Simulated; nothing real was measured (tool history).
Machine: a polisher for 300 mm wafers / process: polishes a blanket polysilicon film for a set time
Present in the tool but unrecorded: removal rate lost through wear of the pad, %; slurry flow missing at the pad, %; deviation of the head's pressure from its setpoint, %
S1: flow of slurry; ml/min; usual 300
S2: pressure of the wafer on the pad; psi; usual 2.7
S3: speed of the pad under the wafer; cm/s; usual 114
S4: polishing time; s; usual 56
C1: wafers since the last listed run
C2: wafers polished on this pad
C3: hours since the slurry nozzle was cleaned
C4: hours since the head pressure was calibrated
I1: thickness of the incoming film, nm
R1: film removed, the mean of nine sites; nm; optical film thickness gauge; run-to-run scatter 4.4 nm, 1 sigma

| run | hour | S1 | S2 | S3 | S4 | C1 | C2 | C3 | C4 | I1 | R1 |
|---|---|---|---|---|---|---|---|---|---|---|---|
| 1 | 0 | 300 | 2.7 | 114 | 44 | 0 | 425 | 696.8 | 600.3 | 2096.5 | 412.9 |
|  | 8.9 | worn pad replaced by a new one |
| 2 | 20 | 300 | 2.7 | 114 | 44 | 146 | 101 | 716.8 | 620.3 | 2103.9 | 432.5 |
| 3 | 33 | 300 | 2.7 | 114 | 44 | 118 | 220 | 729.8 | 633.3 | 2144.8 | 431 |
|  | 66.2 | worn pad replaced by a new one |
| 4 | 66.7 | 300 | 2.2 | 114 | 56 | 271 | 4 | 763.5 | 667 | 2146.5 | 463.5 |
| 5 | 91.7 | 300 | 2.2 | 114 | 56 | 228 | 233 | 788.5 | 692 | 2096.1 | 438.7 |
|  | 98.1 | slurry nozzle cleaned |
| 6 | 108.7 | 300 | 2.7 | 94 | 56 | 146 | 379 | 10.6 | 709 | 2137.6 | 448.9 |
|  | 117.4 | worn pad replaced by a new one |
| 7 | 123.8 | 300 | 2.7 | 94 | 56 | 101 | 58 | 25.7 | 724.1 | 2101.5 | 467.7 |
| 8 | 152.5 | 220 | 2.7 | 114 | 56 | 262 | 321 | 54.4 | 752.8 | 2079.5 | 518.4 |
| 9 | 165.6 | 360 | 2.7 | 114 | 56 | 119 | 440 | 67.5 | 765.9 | 2095.9 | 541.1 |
|  | 171.5 | worn pad replaced by a new one, of another model than before |
| 10 | 180.9 | 265 | 2 | 114 | 56 | 103 | 85 | 82.8 | 781.2 | 2117.9 | 453.9 |
|  | 187.1 | head pressure recalibrated |
| 11 | 198.2 | 380 | 3.4 | 150 | 38 | 139 | 225 | 100.1 | 11.1 | 2102.7 | 536.6 |
| 12 | 210.4 | 300 | 2.7 | 114 | 56 | 111 | 336 | 112.3 | 23.3 | 2107.9 | 539.3 |
|  | 221.9 | worn pad replaced by a new one |
| 13 | 243 | 300 | 2.7 | 132 | 56 | 261 | 192 | 144.9 | 55.9 | 2098.2 | 598.5 |
| 14 | 259.6 | 300 | 3.4 | 80 | 56 | 151 | 344 | 161.5 | 72.5 | 2098.6 | 521.8 |
|  | 280.3 | worn pad replaced by a new one |
| 15 | 288.1 | 300 | 2.7 | 114 | 56 | 223 | 71 | 190 | 101 | 2132.5 | 556.7 |

Branching from run 15: 5 alternative next runs. What would each branch give?
| A | 288.5 | 300 | 2.7 | 114 | 56 | 3 | 74 | 190.4 | 101.4 | 2103 | ? |
| B | 288.5 | 345 | 2.7 | 134 | 66 | 3 | 74 | 190.4 | 101.4 | 2103 | ? |
| C | 288.5 | 300 | 2.3 | 114 | 56 | 3 | 74 | 190.4 | 101.4 | 2103 | ? |
| D | 288.5 | 300 | 2.7 | 132 | 49 | 3 | 74 | 190.4 | 101.4 | 2103 | ? |
| E | 288.5 | 330 | 3.5 | 92 | 65 | 3 | 74 | 190.4 | 101.4 | 2103 | ? |

| run | R1 |
|---|---|
| A | 560.2 |
| B | 744.2 |
| C | 503.5 |
| D | 539.3 |
| E | 693 |
With the hidden condition removed and each run's random variation left untouched, the same runs would have given:
| run | R1 |
|---|---|
| A | 569.1 |
| B | 755.9 |
| C | 511.4 |
| D | 547.8 |
| E | 703.9 |
